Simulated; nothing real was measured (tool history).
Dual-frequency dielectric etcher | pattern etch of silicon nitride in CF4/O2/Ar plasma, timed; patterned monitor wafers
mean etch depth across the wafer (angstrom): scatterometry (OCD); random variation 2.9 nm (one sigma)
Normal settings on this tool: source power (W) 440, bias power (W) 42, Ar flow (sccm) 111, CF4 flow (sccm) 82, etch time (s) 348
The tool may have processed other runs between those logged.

| run | day | source power (W) | bias power (W) | Ar flow (sccm) | CF4 flow (sccm) | etch time (s) | wafers since the last listed run | hours since the last wet clean | hours since the last source power generator calibration | hours since the last bias power generator calibration | hours since the last Ar flow controller change | hours since the last CF4 flow controller change | hours since the last upper electrode change | hours since the gauge calibration | read-back reference wafer on the same gauge, depth_nm | mean etch depth across the wafer (angstrom) |
|---|---|---|---|---|---|---|---|---|---|---|---|---|---|---|---|---|
| 1 | 0 | 440 | 42 | 111 | 82 | 348 | 0 | 100.3 | 4957.2 | 1565.2 | 1540.8 | 3342.9 | 3696.3 | 237.6 | 452.7 | 5107 |
| 2 | 0.571 | 440 | 42 | 111 | 82 | 348 | 49 | 114 | 4970.9 | 1578.9 | 1554.5 | 3356.6 | 3710 | 251.3 | 453.3 | 5154 |
| 3 | 1.675 | 440 | 42 | 111 | 82 | 348 | 95 | 140.5 | 4997.4 | 1605.4 | 1581 | 3383.1 | 3736.5 | 277.8 | 453.1 | 5219 |
| 4 | 2.571 | 440 | 42 | 111 | 82 | 348 | 77 | 162 | 5018.9 | 1626.9 | 1602.5 | 3404.6 | 3758 | 299.3 | 452.1 | 5197 |
| 5 | 3.871 | 470 | 42 | 111 | 82 | 348 | 112 | 193.2 | 5050.1 | 1658.1 | 1633.7 | 3435.8 | 3789.2 | 330.5 | 453.1 | 5451 |
| 6 | 4.375 | 470 | 42 | 111 | 82 | 348 | 43 | 205.3 | 5062.2 | 1670.2 | 1645.8 | 3447.9 | 3801.3 | 342.6 | 453.5 | 5389 |
|  | 5.154 | bias power generator calibrated |
| 7 | 5.175 | 470 | 42 | 111 | 82 | 348 | 54 | 224.5 | 5081.4 | 0.5 | 1665 | 3467.1 | 3820.5 | 361.8 | 453.2 | 5466 |
| 8 | 5.788 | 440 | 42 | 123 | 82 | 348 | 52 | 239.2 | 5096.1 | 15.2 | 1679.7 | 3481.8 | 3835.2 | 376.5 | 453.5 | 5137 |
|  | 6.967 | source power generator calibrated |
|  | 7.508 | upper electrode replaced |
| 9 | 7.529 | 440 | 42 | 111 | 82 | 348 | 89 | 281 | 13.5 | 57 | 1721.5 | 3523.6 | 0.5 | 418.3 | 452.8 | 5278 |
| 10 | 7.842 | 440 | 51 | 111 | 82 | 348 | 26 | 288.5 | 21 | 64.5 | 1729 | 3531.1 | 8 | 425.8 | 452.7 | 5713 |
|  | 8.508 | CF4 flow controller replaced |
| 11 | 8.542 | 440 | 42 | 111 | 82 | 348 | 38 | 305.3 | 37.8 | 81.3 | 1745.8 | 0.8 | 24.8 | 442.6 | 453 | 5225 |
| 12 | 10 | 350 | 42 | 132 | 82 | 348 | 125 | 340.3 | 72.8 | 116.3 | 1780.8 | 35.8 | 59.8 | 477.6 | 452.6 | 4464 |
| 13 | 10.833 | 440 | 42 | 111 | 82 | 348 | 71 | 360.3 | 92.8 | 136.3 | 1800.8 | 55.8 | 79.8 | 497.6 | 453 | 5251 |
| 14 | 11.504 | 440 | 42 | 111 | 82 | 246.5 | 57 | 376.4 | 108.9 | 152.4 | 1816.9 | 71.9 | 95.9 | 513.7 | 453.1 | 3714 |
| 15 | 12.662 | 480 | 42 | 111 | 82 | 348 | 99 | 404.2 | 136.7 | 180.2 | 1844.7 | 99.7 | 123.7 | 541.5 | 453 | 5558 |
|  | 13.946 | gauge calibrated |
|  | 15.054 | wet clean of the chamber |
|  | 15.146 | Ar flow controller replaced |
| 16 | 15.167 | 350 | 42 | 85 | 82 | 394.5 | 121 | 2.7 | 196.8 | 240.3 | 0.5 | 159.8 | 183.8 | 29.3 | 453 | 5254 |
| 17 | 15.183 | 480 | 34 | 127 | 82 | 429 | 1 | 3.1 | 197.2 | 240.7 | 0.9 | 160.2 | 184.2 | 29.7 | 452.6 | 5890 |
| 18 | 15.654 | 440 | 45 | 97 | 82 | 348 | 40 | 14.4 | 208.5 | 252 | 12.2 | 171.5 | 195.5 | 41 | 452.8 | 5412 |
| 19 | 16.7 | 440 | 49 | 111 | 82 | 348 | 90 | 39.5 | 233.6 | 277.1 | 37.3 | 196.6 | 220.6 | 66.1 | 453.1 | 5481 |
| 20 | 19.879 | 440 | 42 | 111 | 82 | 348 | 274 | 115.8 | 309.9 | 353.4 | 113.6 | 272.9 | 296.9 | 142.4 | 452.8 | 5146 |
| 21 | 20.517 | 440 | 45 | 128 | 82 | 287 | 55 | 131.1 | 325.2 | 368.7 | 128.9 | 288.2 | 312.2 | 157.7 | 453 | 4249 |

4 ways to go on from here, each from the tool as it stands after run 21. What would each give?
| A | 20.538 | 440 | 42 | 111 | 82 | 348 | 1 | 131.6 | 325.7 | 369.2 | 129.4 | 288.7 | 312.7 | 158.2 | ? | ? |
| B | 20.538 | 470 | 42 | 111 | 93 | 348 | 1 | 131.6 | 325.7 | 369.2 | 129.4 | 288.7 | 312.7 | 158.2 | ? | ? |
| C | 20.538 | 440 | 45 | 111 | 82 | 348 | 1 | 131.6 | 325.7 | 369.2 | 129.4 | 288.7 | 312.7 | 158.2 | ? | ? |
| D | 20.538 | 440 | 45 | 99 | 75 | 348 | 1 | 131.6 | 325.7 | 369.2 | 129.4 | 288.7 | 312.7 | 158.2 | ? | ? |

| run | read-back reference wafer on the same gauge, depth_nm | mean etch depth across the wafer (angstrom) |
|---|---|---|
| A | 452.9 | 5137 |
| B | 452.9 | 5416 |
| C | 452.9 | 5293 |
| D | 452.9 | 5373 |
Had the tool no hidden state, the same runs would have come out as:
| run | mean etch depth across the wafer (angstrom) |
|---|---|
| A | 5062 |
| B | 5338 |
| C | 5217 |
| D | 5295 |

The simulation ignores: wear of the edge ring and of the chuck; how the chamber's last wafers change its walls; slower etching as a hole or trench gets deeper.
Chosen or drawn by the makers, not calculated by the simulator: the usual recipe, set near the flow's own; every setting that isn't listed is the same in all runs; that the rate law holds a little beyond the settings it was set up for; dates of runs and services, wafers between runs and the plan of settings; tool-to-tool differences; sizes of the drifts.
